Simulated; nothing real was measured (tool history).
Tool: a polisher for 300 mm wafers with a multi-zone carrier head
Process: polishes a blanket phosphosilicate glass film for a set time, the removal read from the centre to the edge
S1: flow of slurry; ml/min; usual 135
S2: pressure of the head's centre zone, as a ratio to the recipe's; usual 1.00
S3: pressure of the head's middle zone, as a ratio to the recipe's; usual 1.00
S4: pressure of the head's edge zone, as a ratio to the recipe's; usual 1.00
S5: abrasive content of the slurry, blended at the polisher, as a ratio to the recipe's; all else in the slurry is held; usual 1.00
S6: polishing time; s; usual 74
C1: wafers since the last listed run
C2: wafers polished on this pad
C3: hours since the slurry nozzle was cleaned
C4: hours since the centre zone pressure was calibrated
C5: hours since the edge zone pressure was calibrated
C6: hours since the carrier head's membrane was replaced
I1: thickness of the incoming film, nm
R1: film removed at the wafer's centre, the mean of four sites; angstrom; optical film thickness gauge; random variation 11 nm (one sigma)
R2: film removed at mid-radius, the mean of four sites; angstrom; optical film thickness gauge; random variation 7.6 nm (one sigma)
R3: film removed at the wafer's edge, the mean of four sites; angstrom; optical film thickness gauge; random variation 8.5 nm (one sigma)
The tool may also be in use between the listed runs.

run,day,S1,S2,S3,S4,S5,S6,C1,C2,C3,C4,C5,C6,I1,R1,R2,R3
1,0.000,135,1.00,1.00,1.00,1.15,74,0,1247,88.4,425.2,485.2,1191.6,3187.3,9202,8975,9329
# day 0.617: worn pad replaced by a new one
2,2.950,135,1.00,1.00,1.00,1.15,74,477,400,159.2,496.0,556.0,1262.4,3189.6,9497,9227,9316
3,4.117,135,1.00,1.00,1.00,1.15,74,200,600,187.2,524.0,584.0,1290.4,3129.5,9315,9114,9297
# day 4.342: slurry nozzle cleaned
4,5.558,135,1.00,1.00,1.00,1.00,74,240,840,29.2,558.6,618.6,1325.0,3159.5,8528,8385,8529
# day 7.625: centre zone pressure recalibrated
5,7.812,135,1.00,1.00,1.00,1.00,74,372,1212,83.3,4.5,672.7,1379.1,3121.5,8522,8237,8354
# day 10.558: carrier head's membrane replaced by a new one
# day 10.925: worn pad replaced by a new one
6,11.746,135,1.00,1.00,1.00,1.00,74,610,141,177.7,98.9,767.1,28.5,3173.2,7683,7577,7823
# day 12.854: slurry nozzle cleaned
7,13.017,135,1.00,1.00,1.00,1.00,74,210,351,3.9,129.4,797.6,59.0,3118.2,7769,7618,7670
8,14.971,135,1.00,1.00,1.00,1.00,74,335,686,50.8,176.3,844.5,105.9,3170.3,7764,7656,7609
9,16.467,135,1.00,1.00,1.00,1.00,74,256,943,86.7,212.2,880.4,141.8,3182.9,7514,7378,7571
10,19.179,135,1.00,1.00,1.00,0.80,74,465,1408,151.8,277.3,945.5,206.9,3113.2,6152,6127,6272
11,20.475,160,0.94,1.00,1.00,1.00,93,222,1630,182.9,308.4,976.6,238.0,3105.3,8938,9138,9152
# day 21.654: worn pad replaced by a new one, repeated, since the last time left the tool worse
# day 21.667: slurry nozzle cleaned
12,22.475,135,1.00,0.97,1.10,1.25,74,312,138,19.4,356.4,1024.6,286.0,3200.3,9822,9477,10358
13,23.900,135,1.11,1.00,0.88,1.15,83,244,383,53.6,390.6,1058.8,320.2,3113.2,11709,10241,10016
# day 26.342: edge zone pressure recalibrated
14,26.696,135,1.00,1.00,1.00,1.00,74,465,848,120.7,457.7,8.5,387.3,3118.3,8601,8421,8717
15,29.188,135,1.00,1.00,1.00,1.00,74,427,1275,180.5,517.5,68.3,447.1,3205.3,8633,8266,8337
# day 29.683: slurry nozzle cleaned
# day 30.346: centre zone pressure recalibrated
# day 31.638: worn pad replaced by a new one
16,31.658,145,1.00,0.93,1.00,1.15,96,373,3,47.4,31.5,127.6,506.4,3125.4,12271,11786,12469
17,33.479,135,1.00,1.00,1.00,1.00,74,312,315,91.1,75.2,171.3,550.1,3184.8,8990,8620,8745
18,35.708,135,1.00,1.00,1.00,1.00,74,382,697,144.6,128.7,224.8,603.6,3184.4,8656,8542,8629
# day 38.162: slurry nozzle cleaned
19,38.229,135,1.00,1.00,1.00,1.00,74,425,1122,1.6,189.2,285.3,664.1,3146.5,8448,8424,8546
20,39.412,110,1.00,0.91,1.00,0.85,60,202,1325,30.0,217.6,313.7,692.5,3092.9,5956,5485,5926
# day 40.762: worn pad replaced by a new one
21,41.796,135,0.93,1.00,1.00,0.85,85,380,177,87.2,274.8,370.9,749.7,3122.9,8300,8821,8887

How the hidden state differs across the entries between the runs, from the last listed run before each to the first after it:
Between runs 1 and 2: worn pad replaced by a new one (day 0.617)
  removal rate lost through wear of the pad, %: 3.22 -> 0.517
  measured less the result without the state, R1: -306 -> -49 angstrom; R2: -298 -> -48 angstrom; R3: -310 -> -49 angstrom
Between runs 3 and 4: slurry nozzle cleaned (day 4.342)
  removal rate lost through wear of the pad, %: 0.926 -> 1.66
  measured less the result without the state, R1: -87 -> -144 angstrom; R2: -85 -> -142 angstrom; R3: -87 -> -144 angstrom
Between runs 4 and 5: centre zone pressure recalibrated (day 7.625)
  removal rate lost through wear of the pad, %: 1.66 -> 3.3
  measured less the result without the state, R1: -144 -> -291 angstrom; R2: -142 -> -281 angstrom; R3: -144 -> -286 angstrom
Between runs 5 and 6: carrier head's membrane replaced by a new one (day 10.558); worn pad replaced by a new one (day 10.925)
  removal rate lost through wear of the pad, %: 3.3 -> 11.6
  measured less the result without the state, R1: -291 -> -1007 angstrom; R2: -281 -> -994 angstrom; R3: -286 -> -1026 angstrom
Between runs 6 and 7: slurry nozzle cleaned (day 12.854)
  removal rate lost through wear of the pad, %: 11.6 -> 11.8
  measured less the result without the state, R1: -1007 -> -1041 angstrom; R2: -994 -> -1021 angstrom; R3: -1026 -> -1028 angstrom
Between runs 11 and 12: worn pad replaced by a new one, repeated, since the last time left the tool worse (day 21.654); slurry nozzle cleaned (day 21.667)
  removal rate lost through wear of the pad, %: 17 -> 0.213
  measured less the result without the state, R1: -1836 -> -21 angstrom; R2: -1876 -> -20 angstrom; R3: -1880 -> -22 angstrom
Between runs 13 and 14: edge zone pressure recalibrated (day 26.342)
  removal rate lost through wear of the pad, %: 0.475 -> 1.7
  measured less the result without the state, R1: -55 -> -149 angstrom; R2: -49 -> -146 angstrom; R3: -48 -> -151 angstrom
Between runs 15 and 16: slurry nozzle cleaned (day 29.683); centre zone pressure recalibrated (day 30.346); worn pad replaced by a new one (day 31.638)
  removal rate lost through wear of the pad, %: 3.58 -> 0.0351
  measured less the result without the state, R1: -321 -> -4 angstrom; R2: -307 -> -5 angstrom; R3: -310 -> -5 angstrom
Between runs 18 and 19: slurry nozzle cleaned (day 38.162)
  removal rate lost through wear of the pad, %: 1.03 -> 2.64
  measured less the result without the state, R1: -90 -> -229 angstrom; R2: -89 -> -228 angstrom; R3: -90 -> -232 angstrom
Between runs 20 and 21: worn pad replaced by a new one (day 40.762)
  removal rate lost through wear of the pad, %: 3.67 -> 0.116
  measured less the result without the state, R1: -227 -> -10 angstrom; R2: -208 -> -10 angstrom; R3: -226 -> -10 angstrom
